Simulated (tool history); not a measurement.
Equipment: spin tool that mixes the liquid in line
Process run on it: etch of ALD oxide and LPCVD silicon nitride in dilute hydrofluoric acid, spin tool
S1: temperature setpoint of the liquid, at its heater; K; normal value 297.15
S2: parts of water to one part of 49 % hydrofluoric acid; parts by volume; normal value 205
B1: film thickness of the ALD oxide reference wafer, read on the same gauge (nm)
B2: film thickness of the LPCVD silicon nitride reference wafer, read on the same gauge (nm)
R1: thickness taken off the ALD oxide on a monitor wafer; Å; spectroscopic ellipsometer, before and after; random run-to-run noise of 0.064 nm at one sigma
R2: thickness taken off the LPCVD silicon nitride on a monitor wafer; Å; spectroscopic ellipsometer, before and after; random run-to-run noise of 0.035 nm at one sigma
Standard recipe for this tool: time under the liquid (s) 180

Run 1, hour 0.0: usual settings; B1 110.00; B2 39.960. Result: R1 67.2 Å, R2 3.78 Å.
Run 2, hour 9.6: usual settings; B1 109.94; B2 39.999. Result: R1 67.8 Å, R2 3.86 Å.
At hour 12.8: gauge calibrated.
Run 3, hour 26.0: usual settings; B1 110.00; B2 40.010. Result: R1 66.5 Å, R2 3.72 Å.
Run 4, hour 34.1: usual settings but S1 300.65 K; B1 109.99; B2 39.981. Result: R1 75.3 Å, R2 4.60 Å.
Run 5, hour 43.1: usual settings but S2 160 parts by volume; B1 110.01; B2 39.983. Result: R1 89.5 Å, R2 4.49 Å.
Run 6, hour 50.8: usual settings but S2 140 parts by volume; B1 110.01; B2 39.985. Result: R1 105.0 Å, R2 5.07 Å.
At hour 55.3: hydrofluoric acid flow meter replaced, repeated, since the last time left the tool worse.
Run 7, hour 56.9: usual settings but S1 299.65 K, S2 130 parts by volume; B1 109.98; B2 39.982. Result: R1 155.1 Å, R2 8.05 Å.
Run 8, hour 66.9: usual settings but S2 160 parts by volume; B1 110.04; B2 39.986. Result: R1 109.2 Å, R2 6.19 Å.
Run 9, hour 77.6: usual settings but S2 275 parts by volume, time under the liquid (s) 225; B1 110.02; B2 40.008. Result: R1 70.1 Å, R2 4.45 Å.
Run 10, hour 92.4: usual settings but S2 245 parts by volume, time under the liquid (s) 95; B1 110.02; B2 40.018. Result: R1 34.3 Å, R2 2.12 Å.
Run 11, hour 108.9: usual settings but S1 293.15 K; B1 110.00; B2 40.019. Result: R1 70.3 Å, R2 3.44 Å.
Run 12, hour 121.0: usual settings; B1 109.98; B2 40.024. Result: R1 80.7 Å, R2 4.47 Å.
Run 13, hour 127.8: usual settings but S1 299.65 K, S2 240 parts by volume; B1 109.96; B2 39.995. Result: R1 72.7 Å, R2 4.38 Å.
Run 14, hour 136.6: usual settings; B1 110.01; B2 39.966. Result: R1 79.7 Å, R2 3.81 Å.
At hour 143.2: thermometer replaced.
Run 15, hour 152.4: usual settings but S1 294.65 K, S2 235 parts by volume, time under the liquid (s) 120; B1 110.00; B2 40.003. Result: R1 41.2 Å, R2 2.19 Å.
Run 16, hour 166.5: usual settings; B1 110.01; B2 40.042. Result: R1 80.4 Å, R2 4.67 Å.
Run 17, hour 179.5: usual settings but S1 301.15 K, time under the liquid (s) 135; B1 109.99; B2 40.026. Result: R1 68.8 Å, R2 4.80 Å.

The next listed run, before its measurement:
Run 18, hour 197.1: usual settings but S2 265 parts by volume; B1 ?; B2 ?. Result: R1 ?, R2 ?.

B1: 109.98
B2: 39.987
R1: 59.1 Å
R2: 3.42 Å
Without the tool's hidden state the same run would have given R1 60.2 Å, R2 3.47 Å.

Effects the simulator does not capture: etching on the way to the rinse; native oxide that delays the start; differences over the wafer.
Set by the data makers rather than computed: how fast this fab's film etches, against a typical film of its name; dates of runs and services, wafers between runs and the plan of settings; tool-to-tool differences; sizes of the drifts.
